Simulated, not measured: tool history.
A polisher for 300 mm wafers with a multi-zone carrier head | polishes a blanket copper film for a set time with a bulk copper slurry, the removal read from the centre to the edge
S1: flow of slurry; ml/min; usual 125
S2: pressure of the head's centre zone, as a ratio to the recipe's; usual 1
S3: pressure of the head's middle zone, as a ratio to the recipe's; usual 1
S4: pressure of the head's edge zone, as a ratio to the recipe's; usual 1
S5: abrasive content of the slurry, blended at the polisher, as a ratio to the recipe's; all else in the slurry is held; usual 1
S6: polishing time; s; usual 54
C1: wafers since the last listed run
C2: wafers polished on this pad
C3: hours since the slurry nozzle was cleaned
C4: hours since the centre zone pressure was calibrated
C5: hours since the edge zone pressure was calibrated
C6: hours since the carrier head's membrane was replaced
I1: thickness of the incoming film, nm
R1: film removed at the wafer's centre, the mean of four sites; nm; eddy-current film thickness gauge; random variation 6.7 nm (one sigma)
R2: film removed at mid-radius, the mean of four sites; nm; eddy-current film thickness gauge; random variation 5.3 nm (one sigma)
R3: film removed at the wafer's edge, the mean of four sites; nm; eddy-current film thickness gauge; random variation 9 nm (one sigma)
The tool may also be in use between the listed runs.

{"run": 1, "hour": 0.0, "S1": 125, "S2": 1, "S3": 1, "S4": 1, "S5": 1, "S6": 54, "C1": 0, "C2": 146, "C3": 774.4, "C4": 919.8, "C5": 540.5, "C6": 1504.1, "I1": 1911.4, "R1": 699.8, "R2": 702.2, "R3": 730.8}
{"run": 2, "hour": 13.9, "S1": 125, "S2": 1, "S3": 1, "S4": 1, "S5": 1, "S6": 54, "C1": 95, "C2": 242, "C3": 788.3, "C4": 933.7, "C5": 554.4, "C6": 1518, "I1": 1911, "R1": 706, "R2": 690.7, "R3": 721.7}
{"run": 3, "hour": 35.2, "S1": 125, "S2": 1, "S3": 1, "S4": 1, "S5": 1, "S6": 54, "C1": 146, "C2": 389, "C3": 809.6, "C4": 955, "C5": 575.7, "C6": 1539.3, "I1": 1923.5, "R1": 695.5, "R2": 694.8, "R3": 709.5}
{"hour": 57.1, "done": "centre zone pressure recalibrated"}
{"run": 4, "hour": 65.4, "S1": 125, "S2": 1, "S3": 1, "S4": 1, "S5": 1, "S6": 54, "C1": 194, "C2": 584, "C3": 839.8, "C4": 8.3, "C5": 605.9, "C6": 1569.5, "I1": 1914.5, "R1": 689.9, "R2": 677.2, "R3": 713.2}
{"hour": 75.3, "done": "slurry nozzle cleaned"}
{"run": 5, "hour": 99.9, "S1": 125, "S2": 1, "S3": 1, "S4": 1, "S5": 1, "S6": 54, "C1": 231, "C2": 815, "C3": 24.6, "C4": 42.8, "C5": 640.4, "C6": 1604, "I1": 1912.6, "R1": 688.6, "R2": 673.8, "R3": 699.3}
{"run": 6, "hour": 117.7, "S1": 125, "S2": 0.95, "S3": 1, "S4": 1, "S5": 1, "S6": 54, "C1": 122, "C2": 938, "C3": 42.4, "C4": 60.6, "C5": 658.2, "C6": 1621.8, "I1": 1939.6, "R1": 637.7, "R2": 669.2, "R3": 697.2}
{"hour": 126.4, "done": "worn pad replaced by a new one, of another model than before"}
{"run": 7, "hour": 139.5, "S1": 125, "S2": 1, "S3": 1, "S4": 1, "S5": 1, "S6": 54, "C1": 122, "C2": 90, "C3": 64.2, "C4": 82.4, "C5": 680, "C6": 1643.6, "I1": 1915.2, "R1": 719, "R2": 705.8, "R3": 740.3}
{"run": 8, "hour": 162.3, "S1": 125, "S2": 1, "S3": 1, "S4": 1, "S5": 1, "S6": 54, "C1": 157, "C2": 247, "C3": 87, "C4": 105.2, "C5": 702.8, "C6": 1666.4, "I1": 1909.7, "R1": 721.1, "R2": 711.7, "R3": 727}
{"run": 9, "hour": 191.5, "S1": 170, "S2": 1.1, "S3": 1, "S4": 1, "S5": 0.8, "S6": 54, "C1": 201, "C2": 449, "C3": 116.2, "C4": 134.4, "C5": 732, "C6": 1695.6, "I1": 1914.5, "R1": 781.5, "R2": 685.1, "R3": 721.3}
{"run": 10, "hour": 222.5, "S1": 110, "S2": 0.95, "S3": 1, "S4": 1, "S5": 0.7, "S6": 60, "C1": 213, "C2": 663, "C3": 147.2, "C4": 165.4, "C5": 763, "C6": 1726.6, "I1": 1912.3, "R1": 676, "R2": 689.5, "R3": 719.4}
{"run": 11, "hour": 256.9, "S1": 165, "S2": 1, "S3": 1, "S4": 1, "S5": 1, "S6": 70, "C1": 237, "C2": 900, "C3": 181.6, "C4": 199.8, "C5": 797.4, "C6": 1761, "I1": 1913.5, "R1": 928.2, "R2": 917.1, "R3": 931.5}
{"run": 12, "hour": 269.2, "S1": 125, "S2": 1, "S3": 1, "S4": 1, "S5": 1, "S6": 54, "C1": 84, "C2": 985, "C3": 193.9, "C4": 212.1, "C5": 809.7, "C6": 1773.3, "I1": 1916.1, "R1": 682.1, "R2": 684.3, "R3": 708.7}
{"run": 13, "hour": 284.4, "S1": 125, "S2": 1, "S3": 1, "S4": 1, "S5": 0.75, "S6": 63, "C1": 104, "C2": 1090, "C3": 209.1, "C4": 227.3, "C5": 824.9, "C6": 1788.5, "I1": 1923.4, "R1": 747.7, "R2": 747.9, "R3": 755.5}
{"hour": 294.3, "done": "worn pad replaced by a new one"}
{"hour": 300.7, "done": "edge zone pressure recalibrated"}
{"hour": 308.7, "done": "carrier head's membrane replaced by a new one"}
{"run": 14, "hour": 313.9, "S1": 125, "S2": 1, "S3": 1.06, "S4": 1.11, "S5": 1, "S6": 38, "C1": 127, "C2": 86, "C3": 238.6, "C4": 256.8, "C5": 13.2, "C6": 5.2, "I1": 1868.7, "R1": 509.9, "R2": 524, "R3": 550.4}
{"run": 15, "hour": 335.2, "S1": 125, "S2": 1, "S3": 1, "S4": 1, "S5": 1, "S6": 54, "C1": 146, "C2": 233, "C3": 259.9, "C4": 278.1, "C5": 34.5, "C6": 26.5, "I1": 1926.8, "R1": 704, "R2": 684.5, "R3": 720.1}
{"run": 16, "hour": 417.5, "S1": 125, "S2": 1, "S3": 1, "S4": 1, "S5": 1, "S6": 54, "C1": 567, "C2": 801, "C3": 342.2, "C4": 360.4, "C5": 116.8, "C6": 108.8, "I1": 1897.5, "R1": 681.6, "R2": 666.5, "R3": 690.8}
{"run": 17, "hour": 435.3, "S1": 135, "S2": 0.93, "S3": 1, "S4": 1, "S5": 0.7, "S6": 54, "C1": 122, "C2": 924, "C3": 360, "C4": 378.2, "C5": 134.6, "C6": 126.6, "I1": 1930.8, "R1": 600.4, "R2": 623.2, "R3": 648}
{"hour": 449.8, "done": "worn pad replaced by a new one"}
{"run": 18, "hour": 452.1, "S1": 125, "S2": 1, "S3": 1, "S4": 1, "S5": 1, "S6": 54, "C1": 88, "C2": 15, "C3": 376.8, "C4": 395, "C5": 151.4, "C6": 143.4, "I1": 1943.5, "R1": 725.4, "R2": 721.5, "R3": 748.5}
{"run": 19, "hour": 477.5, "S1": 125, "S2": 1, "S3": 1, "S4": 0.97, "S5": 1, "S6": 54, "C1": 175, "C2": 191, "C3": 402.2, "C4": 420.4, "C5": 176.8, "C6": 168.8, "I1": 1881.9, "R1": 705.5, "R2": 705.6, "R3": 708.5}
{"run": 20, "hour": 505.7, "S1": 125, "S2": 1, "S3": 1, "S4": 1, "S5": 1.25, "S6": 60, "C1": 194, "C2": 385, "C3": 430.4, "C4": 448.6, "C5": 205, "C6": 197, "I1": 1910.4, "R1": 792.8, "R2": 798, "R3": 826.1}

How the hidden state differs across the entries between the runs, from the last listed run before each to the first after it:
Between runs 3 and 4: centre zone pressure recalibrated (hour 57.1)
  removal rate lost through wear of the pad, %: 5.83 -> 7.05
  measured less the result without the state, R1: -43 -> -52.3 nm; R2: -43 -> -51.3 nm; R3: -43.9 -> -54 nm
Between runs 4 and 5: slurry nozzle cleaned (hour 75.3)
  removal rate lost through wear of the pad, %: 7.05 -> 7.85
  measured less the result without the state, R1: -52.3 -> -58.6 nm; R2: -51.3 -> -57.4 nm; R3: -54 -> -59.6 nm
Between runs 6 and 7: worn pad replaced by a new one, of another model than before (hour 126.4)
  removal rate lost through wear of the pad, %: 8.1 -> 1.84
  measured less the result without the state, R1: -56.2 -> -13.5 nm; R2: -59 -> -13.3 nm; R3: -61.5 -> -13.9 nm
Between runs 13 and 14: worn pad replaced by a new one (hour 294.3); edge zone pressure recalibrated (hour 300.7); carrier head's membrane replaced by a new one (hour 308.7)
  removal rate lost through wear of the pad, %: 7.69 -> 3.23
  measured less the result without the state, R1: -62.3 -> -17.1 nm; R2: -62.4 -> -17.5 nm; R3: -63 -> -18.4 nm
Between runs 17 and 18: worn pad replaced by a new one (hour 449.8)
  removal rate lost through wear of the pad, %: 8.22 -> 1.18
  measured less the result without the state, R1: -53.8 -> -8.7 nm; R2: -55.8 -> -8.7 nm; R3: -58.1 -> -8.9 nm
